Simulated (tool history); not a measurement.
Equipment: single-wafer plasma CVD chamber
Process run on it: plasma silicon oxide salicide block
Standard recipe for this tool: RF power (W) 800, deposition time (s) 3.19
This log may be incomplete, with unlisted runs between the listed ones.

run,hour,RF power (W),deposition time (s),wafers since the last listed run,hours since the last RF generator calibration,hours since the showerhead was replaced,hours since the gauge calibration,"read-back reference wafer on the same gauge, thickness_nm",mean film thickness on the monitor wafer (nm)
1,0,800,3.19,0,2134.7,2647.4,166.7,38.321,35.684
2,16.4,800,3.19,564,2151.1,2663.8,183.1,38.307,35.83
3,36,800,3.19,675,2170.7,2683.4,202.7,38.299,35.76
4,65.9,800,3.53,1030,2200.6,2713.3,232.6,38.324,39.554
5,79.3,800,3.53,461,2214,2726.7,246,38.287,39.682
6,110.7,835,3.19,1081,2245.4,2758.1,277.4,38.308,35.983
7,133.8,835,3.19,795,2268.5,2781.2,300.5,38.313,36.156
8,151.6,835,3.19,613,2286.3,2799,318.3,38.315,36.162
9,183.4,840,3.19,1095,2318.1,2830.8,350.1,38.285,36.116
10,198.6,840,3.19,523,2333.3,2846,365.3,38.328,36.144
# hour 231.5: gauge calibrated
11,249.7,800,3.19,1760,2384.4,2897.1,18.2,38.299,35.731
12,263.5,800,3.19,475,2398.2,2910.9,32,38.302,35.721
# hour 288.2: RF generator calibrated
13,288.7,800,3.19,592,0.5,2936.1,57.2,38.319,36.399
14,309.8,645,3.19,726,21.6,2957.2,78.3,38.288,34.692
15,341.9,740,2.71,1105,53.7,2989.3,110.4,38.301,30.337
16,375.3,800,2.96,1150,87.1,3022.7,143.8,38.298,33.852
17,404.6,800,3.19,1009,116.4,3052,173.1,38.27,36.442
18,439.9,885,2.9,1216,151.7,3087.3,208.4,38.298,33.742
19,469.3,800,2.77,1012,181.1,3116.7,237.8,38.278,31.664
# hour 488.8: showerhead replaced
20,498.2,875,2.64,720,210,9.4,266.7,38.3,30.768
21,513.2,675,3.7,516,225,24.4,281.7,38.302,40.632
22,534.2,905,2.97,723,246,45.4,302.7,38.294,34.81
23,558.9,845,3.41,850,270.7,70.1,327.4,38.313,39.258
24,587.7,690,3.46,992,299.5,98.9,356.2,38.321,38.096
25,603.8,800,3.19,554,315.6,115,372.3,38.297,36.305
26,630.6,695,2.91,923,342.4,141.8,399.1,38.3,32.138
# hour 662.7: gauge calibrated
27,665.2,800,3.19,1191,377,176.4,2.5,38.294,36.393

Entry by entry between the runs, the difference in hidden state between the last listed run before and the first listed run after:
Run 10 -> run 11: gauge calibrated (hour 231.5)
  delivered RF power above the setpoint (%): -8.88 -> -9.05
  measured result minus the result with no hidden state, mean film thickness on the monitor wafer (nm): -0.777 -> -0.784
Run 12 -> run 13: RF generator calibrated (hour 288.2)
  delivered RF power above the setpoint (%): -9.1 -> -0.896
  measured result minus the result with no hidden state, mean film thickness on the monitor wafer (nm): -0.788 -> -0.076
Run 19 -> run 20: showerhead replaced (hour 488.8)
  delivered RF power above the setpoint (%): -1.51 -> -1.61
  measured result minus the result with no hidden state, mean film thickness on the monitor wafer (nm): -0.112 -> -0.116
Run 26 -> run 27: gauge calibrated (hour 662.7)
  delivered RF power above the setpoint (%): -2.06 -> -2.18
  measured result minus the result with no hidden state, mean film thickness on the monitor wafer (nm): -0.155 -> -0.185
